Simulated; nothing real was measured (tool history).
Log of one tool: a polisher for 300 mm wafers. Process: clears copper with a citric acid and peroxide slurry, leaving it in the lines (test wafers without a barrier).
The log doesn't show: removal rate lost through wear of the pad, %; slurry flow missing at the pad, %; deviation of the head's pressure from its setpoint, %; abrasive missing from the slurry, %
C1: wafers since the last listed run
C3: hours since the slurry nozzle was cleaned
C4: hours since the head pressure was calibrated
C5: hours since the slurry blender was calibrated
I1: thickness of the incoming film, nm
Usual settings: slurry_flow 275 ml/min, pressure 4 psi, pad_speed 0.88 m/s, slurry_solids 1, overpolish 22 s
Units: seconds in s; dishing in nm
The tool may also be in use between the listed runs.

run 1 hour=0 | slurry_flow=275 pressure=4 pad_speed=0.88 slurry_solids=1 overpolish=22 | C1=0 wafers_polished_on_this_pad=1324 C3=127.9 C4=83.3 C5=251.3 | I1=211.4 | seconds=88.7 dishing=42.3
run 2 hour=34.5 | slurry_flow=275 pressure=4 pad_speed=0.88 slurry_solids=1 overpolish=22 | C1=324 wafers_polished_on_this_pad=1648 C3=162.4 C4=117.8 C5=285.8 | I1=207.5 | seconds=88.7 dishing=42
-- hour=47.4 worn pad replaced by a new one
-- hour=47.6 slurry nozzle cleaned
run 3 hour=49.1 | slurry_flow=275 pressure=4.6 pad_speed=0.88 slurry_solids=1 overpolish=22 | C1=97 wafers_polished_on_this_pad=13 C3=1.5 C4=132.4 C5=300.4 | I1=213.9 | seconds=70.5 dishing=54.6
-- hour=55 slurry blender recalibrated
run 4 hour=70.9 | slurry_flow=275 pressure=4 pad_speed=0.88 slurry_solids=1 overpolish=22 | C1=186 wafers_polished_on_this_pad=199 C3=23.3 C4=154.2 C5=15.9 | I1=206.5 | seconds=81.3 dishing=46
run 5 hour=88.2 | slurry_flow=275 pressure=4 pad_speed=0.88 slurry_solids=1 overpolish=22 | C1=162 wafers_polished_on_this_pad=362 C3=40.6 C4=171.5 C5=33.2 | I1=211.2 | seconds=86.9 dishing=43.5
run 6 hour=116.9 | slurry_flow=275 pressure=4 pad_speed=0.88 slurry_solids=1 overpolish=22 | C1=269 wafers_polished_on_this_pad=631 C3=69.3 C4=200.2 C5=61.9 | I1=207.8 | seconds=86 dishing=42.3
run 7 hour=134.7 | slurry_flow=275 pressure=4 pad_speed=0.88 slurry_solids=1 overpolish=22 | C1=167 wafers_polished_on_this_pad=799 C3=87.1 C4=218 C5=79.7 | I1=209.4 | seconds=86.5 dishing=42.9
run 8 hour=157.6 | slurry_flow=275 pressure=4 pad_speed=0.88 slurry_solids=1 overpolish=22 | C1=215 wafers_polished_on_this_pad=1014 C3=110 C4=240.9 C5=102.6 | I1=208.4 | seconds=89.4 dishing=43.8
run 9 hour=177.4 | slurry_flow=275 pressure=4 pad_speed=1.04 slurry_solids=1 overpolish=17 | C1=186 wafers_polished_on_this_pad=1200 C3=129.8 C4=260.7 C5=122.4 | I1=211.3 | seconds=77.5 dishing=38.1
-- hour=210.2 worn pad replaced by a new one
run 10 hour=210.7 | slurry_flow=275 pressure=4 pad_speed=1.14 slurry_solids=1 overpolish=27 | C1=275 wafers_polished_on_this_pad=4 C3=163.1 C4=294 C5=155.7 | I1=211.6 | seconds=60.7 dishing=70.8
-- hour=230.1 slurry nozzle cleaned
run 11 hour=230.6 | slurry_flow=310 pressure=4.5 pad_speed=1.04 slurry_solids=1.25 overpolish=22 | C1=177 wafers_polished_on_this_pad=181 C3=0.5 C4=313.9 C5=175.6 | I1=207.7 | seconds=57.4 dishing=63.8
run 12 hour=247.9 | slurry_flow=275 pressure=4.8 pad_speed=0.88 slurry_solids=1.1 overpolish=22 | C1=162 wafers_polished_on_this_pad=344 C3=17.8 C4=331.2 C5=192.9 | I1=211 | seconds=68.9 dishing=54.8
run 13 hour=278.5 | slurry_flow=275 pressure=4 pad_speed=1.1 slurry_solids=1 overpolish=22 | C1=287 wafers_polished_on_this_pad=631 C3=48.4 C4=361.8 C5=223.5 | I1=208.2 | seconds=66.3 dishing=51.1
run 14 hour=302.6 | slurry_flow=275 pressure=4 pad_speed=0.88 slurry_solids=1 overpolish=22 | C1=226 wafers_polished_on_this_pad=858 C3=72.5 C4=385.9 C5=247.6 | I1=209.3 | seconds=86.6 dishing=44.4
run 15 hour=334.7 | slurry_flow=315 pressure=4 pad_speed=1.06 slurry_solids=0.8 overpolish=27 | C1=301 wafers_polished_on_this_pad=1159 C3=104.6 C4=418 C5=279.7 | I1=212.4 | seconds=78.2 dishing=58.2
-- hour=339.6 head pressure recalibrated
run 16 hour=347.4 | slurry_flow=320 pressure=4.5 pad_speed=0.62 slurry_solids=1 overpolish=22 | C1=100 wafers_polished_on_this_pad=1260 C3=117.3 C4=7.8 C5=292.4 | I1=214.4 | seconds=112.9 dishing=35.1
run 17 hour=377.8 | slurry_flow=275 pressure=4 pad_speed=0.88 slurry_solids=1 overpolish=22 | C1=285 wafers_polished_on_this_pad=1545 C3=147.7 C4=38.2 C5=322.8 | I1=211.7 | seconds=93.2 dishing=43.3
-- hour=383.1 slurry blender recalibrated
run 18 hour=396.1 | slurry_flow=300 pressure=3.5 pad_speed=0.88 slurry_solids=1 overpolish=22 | C1=153 wafers_polished_on_this_pad=1699 C3=166 C4=56.5 C5=13 | I1=214 | seconds=102 dishing=37.4
-- hour=405.2 slurry nozzle cleaned
-- hour=408.7 worn pad replaced by a new one
run 19 hour=410.6 | slurry_flow=275 pressure=4 pad_speed=1.06 slurry_solids=1 overpolish=31 | C1=94 wafers_polished_on_this_pad=18 C3=5.4 C4=71 C5=27.5 | I1=208.8 | seconds=66.1 dishing=73.5
run 20 hour=438.3 | slurry_flow=275 pressure=4 pad_speed=0.76 slurry_solids=1 overpolish=35 | C1=260 wafers_polished_on_this_pad=278 C3=33.1 C4=98.7 C5=55.2 | I1=209.5 | seconds=95.2 dishing=59
run 21 hour=465.1 | slurry_flow=350 pressure=4 pad_speed=0.6 slurry_solids=1.15 overpolish=34 | C1=251 wafers_polished_on_this_pad=530 C3=59.9 C4=125.5 C5=82 | I1=208.5 | seconds=117.9 dishing=48.2
run 22 hour=497.8 | slurry_flow=275 pressure=4 pad_speed=0.88 slurry_solids=1 overpolish=14 | C1=307 wafers_polished_on_this_pad=837 C3=92.6 C4=158.2 C5=114.7 | I1=211.7 | seconds=88.4 dishing=27.7
run 23 hour=525.6 | slurry_flow=320 pressure=4 pad_speed=0.88 slurry_solids=1 overpolish=22 | C1=261 wafers_polished_on_this_pad=1098 C3=120.4 C4=186 C5=142.5 | I1=209.5 | seconds=86.5 dishing=42

Run 24 comes next. What will it give?
run 24 hour=546.6 | slurry_flow=275 pressure=4 pad_speed=0.88 slurry_solids=0.75 overpolish=22 | C1=197 wafers_polished_on_this_pad=1295 C3=141.4 C4=207 C5=163.5 | I1=206.9 | seconds=? dishing=?

Run 24 gave seconds 92.6 s, dishing 37.7 nm.
Without the tool's hidden state the same run would have given seconds 80.5 s, dishing 42.7 nm.
